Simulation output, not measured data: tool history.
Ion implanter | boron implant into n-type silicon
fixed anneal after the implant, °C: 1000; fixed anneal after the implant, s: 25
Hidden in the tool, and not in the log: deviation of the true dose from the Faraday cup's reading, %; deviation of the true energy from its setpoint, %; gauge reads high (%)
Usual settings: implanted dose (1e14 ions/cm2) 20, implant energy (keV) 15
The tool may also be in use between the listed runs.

run   hour  implanted dose (1e14 ions/cm2)  implant energy (keV)  wafers since the last listed run  hours since the last dose calibration  hours since the extraction supply was calibrated  hours since the gauge calibration  read-back reference wafer on the same gauge, sheet resistance  sheet resistance of the implanted and annealed layer (ohm/square)
  1      0                              20                    15                                 0                                  557.9                                            4379.1                              458.2                                                          70.33                                                              80.31
  2   59.4                              20                    15                              1300                                  617.3                                            4438.5                              517.6                                                          70.32                                                              79.68
      62.7  -- gauge calibrated
  3  116.8                           18.66                  18.5                              1256                                  674.7                                            4495.9                               54.1                                                           70.3                                                              76.89
  4    165                           18.66                  18.5                              1054                                  722.9                                            4544.1                              102.3                                                           70.4                                                              76.12
  5  232.9                              20                    15                              1486                                  790.8                                              4612                              170.2                                                          70.48                                                              79.73
  6  365.2                              20                    15                              2895                                  923.1                                            4744.3                              302.5                                                          70.37                                                              78.82
     386.1  -- Faraday cup replaced and dose calibrated
     447.2  -- extraction supply calibrated
  7  459.8                              20                    15                              1720                                   73.7                                              12.6                              397.1                                                           70.4                                                              79.02
  8  489.4                           24.78                  17.5                               647                                  103.3                                              42.2                              426.7                                                          70.61                                                              69.16
     498.3  -- gauge calibrated
  9  544.1                           24.23                    13                              1197                                    158                                              96.9                               45.8                                                          70.27                                                              79.95
 10  581.2                           17.59                  18.5                               812                                  195.1                                               134                               82.9                                                          70.49                                                              79.09
 11  623.5                           23.19                  11.5                               925                                  237.4                                             176.3                              125.2                                                          70.38                                                              86.78
 12  686.2                           18.66                  18.5                              1372                                  300.1                                               239                              187.9                                                          70.43                                                              76.21
 13  756.7                              20                    15                              1543                                  370.6                                             309.5                              258.4                                                           70.5                                                              79.53
 14  796.8                           15.07                  10.5                               877                                  410.7                                             349.6                              298.5                                                          70.45                                                             101.45
 15  838.5                           23.83                    17                               912                                  452.4                                             391.3                              340.2                                                          70.36                                                              70.76

4 ways to go on from here, each from the tool as it stands after run 15. What would each give?
  A  838.9                              20                  16.5                                 8                                  452.8                                             391.7                              340.6                                                              ?                                                                  ?
  B  838.9                           18.35                    12                                 8                                  452.8                                             391.7                              340.6                                                              ?                                                                  ?
  C  838.9                              20                  19.5                                 8                                  452.8                                             391.7                              340.6                                                              ?                                                                  ?
  D  838.9                           24.34                    20                                 8                                  452.8                                             391.7                              340.6                                                              ?                                                                  ?

run  read-back reference wafer on the same gauge, sheet resistance  sheet resistance of the implanted and annealed layer (ohm/square)
  A                                                          70.39                                                              76.72
  B                                                          70.39                                                              89.93
  C                                                          70.39                                                              72.58
  D                                                          70.39                                                              65.95
Without the tool's hidden state the same runs would have given:
run  sheet resistance of the implanted and annealed layer (ohm/square)
  A                                                              76.72
  B                                                              89.93
  C                                                              72.58
  D                                                              65.95
